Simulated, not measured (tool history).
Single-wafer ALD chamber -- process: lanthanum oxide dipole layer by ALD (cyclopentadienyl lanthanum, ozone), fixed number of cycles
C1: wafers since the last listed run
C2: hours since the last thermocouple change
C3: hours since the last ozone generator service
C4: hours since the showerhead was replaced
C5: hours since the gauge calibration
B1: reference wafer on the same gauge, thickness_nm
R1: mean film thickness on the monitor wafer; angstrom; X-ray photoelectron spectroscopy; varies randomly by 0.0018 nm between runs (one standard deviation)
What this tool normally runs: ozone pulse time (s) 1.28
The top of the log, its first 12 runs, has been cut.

{"run": 13, "hour": 1152.3, "ozone pulse time (s)": 1.28, "C1": 1871, "C2": 923.6, "C3": 620.7, "C4": 4251.7, "C5": 3147.6, "B1": 0.48, "R1": 4.98}
{"run": 14, "hour": 1200.7, "ozone pulse time (s)": 1.08, "C1": 889, "C2": 972.0, "C3": 669.1, "C4": 4300.1, "C5": 3196.0, "B1": 0.48, "R1": 4.86}
{"run": 15, "hour": 1253.6, "ozone pulse time (s)": 1.28, "C1": 972, "C2": 1024.9, "C3": 722.0, "C4": 4353.0, "C5": 3248.9, "B1": 0.48, "R1": 4.96}
{"run": 16, "hour": 1289.9, "ozone pulse time (s)": 1.42, "C1": 667, "C2": 1061.2, "C3": 758.3, "C4": 4389.3, "C5": 3285.2, "B1": 0.48, "R1": 5.09}
{"run": 17, "hour": 1383.9, "ozone pulse time (s)": 1.72, "C1": 1728, "C2": 1155.2, "C3": 852.3, "C4": 4483.3, "C5": 3379.2, "B1": 0.48, "R1": 5.17}
{"hour": 1427.1, "done": "gauge calibrated"}
{"hour": 1542.0, "done": "ozone generator serviced"}
{"run": 18, "hour": 1542.5, "ozone pulse time (s)": 1.14, "C1": 2768, "C2": 1313.8, "C3": 0.5, "C4": 4641.9, "C5": 115.4, "B1": 0.48, "R1": 4.98}
{"run": 19, "hour": 1626.1, "ozone pulse time (s)": 1.03, "C1": 1536, "C2": 1397.4, "C3": 84.1, "C4": 4725.5, "C5": 199.0, "B1": 0.48, "R1": 4.89}
{"hour": 1688.7, "done": "showerhead replaced"}
{"run": 20, "hour": 1710.0, "ozone pulse time (s)": 0.9, "C1": 1395, "C2": 1481.3, "C3": 168.0, "C4": 21.3, "C5": 282.9, "B1": 0.48, "R1": 4.75}
{"run": 21, "hour": 1812.4, "ozone pulse time (s)": 1.68, "C1": 1882, "C2": 1583.7, "C3": 270.4, "C4": 123.7, "C5": 385.3, "B1": 0.48, "R1": 5.2}
{"hour": 1871.2, "done": "thermocouple changed; heater temperature recalibrated"}
{"run": 22, "hour": 1885.6, "ozone pulse time (s)": 1.7, "C1": 1198, "C2": 14.4, "C3": 343.6, "C4": 196.9, "C5": 458.5, "B1": 0.48, "R1": 5.25}
{"run": 23, "hour": 1937.1, "ozone pulse time (s)": 1.62, "C1": 946, "C2": 65.9, "C3": 395.1, "C4": 248.4, "C5": 510.0, "B1": 0.48, "R1": 5.23}
{"run": 24, "hour": 2136.0, "ozone pulse time (s)": 1.43, "C1": 3656, "C2": 264.8, "C3": 594.0, "C4": 447.3, "C5": 708.9, "B1": 0.48, "R1": 5.1}
{"run": 25, "hour": 2205.1, "ozone pulse time (s)": 1.57, "C1": 1270, "C2": 333.9, "C3": 663.1, "C4": 516.4, "C5": 778.0, "B1": 0.48, "R1": 5.18}
{"run": 26, "hour": 2250.1, "ozone pulse time (s)": 1.28, "C1": 827, "C2": 378.9, "C3": 708.1, "C4": 561.4, "C5": 823.0, "B1": 0.48, "R1": 4.97}
{"run": 27, "hour": 2293.0, "ozone pulse time (s)": 1.65, "C1": 788, "C2": 421.8, "C3": 751.0, "C4": 604.3, "C5": 865.9, "B1": 0.48, "R1": 5.18}
{"run": 28, "hour": 2346.3, "ozone pulse time (s)": 1.05, "C1": 979, "C2": 475.1, "C3": 804.3, "C4": 657.6, "C5": 919.2, "B1": 0.48, "R1": 4.77}
{"run": 29, "hour": 2442.5, "ozone pulse time (s)": 1.11, "C1": 1768, "C2": 571.3, "C3": 900.5, "C4": 753.8, "C5": 1015.4, "B1": 0.48, "R1": 4.83}
{"hour": 2450.5, "done": "ozone generator serviced"}
{"run": 30, "hour": 2530.1, "ozone pulse time (s)": 1.69, "C1": 1463, "C2": 658.9, "C3": 79.6, "C4": 841.4, "C5": 1103.0, "B1": 0.48, "R1": 5.23}
{"run": 31, "hour": 2593.8, "ozone pulse time (s)": 1.53, "C1": 1171, "C2": 722.6, "C3": 143.3, "C4": 905.1, "C5": 1166.7, "B1": 0.48, "R1": 5.21}
{"run": 32, "hour": 2662.7, "ozone pulse time (s)": 1.02, "C1": 1266, "C2": 791.5, "C3": 212.2, "C4": 974.0, "C5": 1235.6, "B1": 0.48, "R1": 4.84}
{"run": 33, "hour": 2763.8, "ozone pulse time (s)": 1.28, "C1": 1858, "C2": 892.6, "C3": 313.3, "C4": 1075.1, "C5": 1336.7, "B1": 0.48, "R1": 5.01}
{"run": 34, "hour": 2825.6, "ozone pulse time (s)": 1.01, "C1": 1136, "C2": 954.4, "C3": 375.1, "C4": 1136.9, "C5": 1398.5, "B1": 0.48, "R1": 4.82}
{"run": 35, "hour": 2931.0, "ozone pulse time (s)": 1.77, "C1": 1937, "C2": 1059.8, "C3": 480.5, "C4": 1242.3, "C5": 1503.9, "B1": 0.48, "R1": 5.26}

Here are 3 independent what-if runs from the current tool condition. What would each one return?
{"run": "A", "hour": 2931.4, "ozone pulse time (s)": 1.6, "C1": 7, "C2": 1060.2, "C3": 480.9, "C4": 1242.7, "C5": 1504.3, "B1": "?", "R1": "?"}
{"run": "B", "hour": 2931.4, "ozone pulse time (s)": 1.63, "C1": 7, "C2": 1060.2, "C3": 480.9, "C4": 1242.7, "C5": 1504.3, "B1": "?", "R1": "?"}
{"run": "C", "hour": 2931.4, "ozone pulse time (s)": 0.78, "C1": 7, "C2": 1060.2, "C3": 480.9, "C4": 1242.7, "C5": 1504.3, "B1": "?", "R1": "?"}

run=A B1=0.480 R1=5.18
run=B B1=0.480 R1=5.20
run=C B1=0.480 R1=4.53
Stripped of hidden state, with their random variation kept, the same runs would have yielded:
run=A R1=5.23
run=B R1=5.24
run=C R1=4.62

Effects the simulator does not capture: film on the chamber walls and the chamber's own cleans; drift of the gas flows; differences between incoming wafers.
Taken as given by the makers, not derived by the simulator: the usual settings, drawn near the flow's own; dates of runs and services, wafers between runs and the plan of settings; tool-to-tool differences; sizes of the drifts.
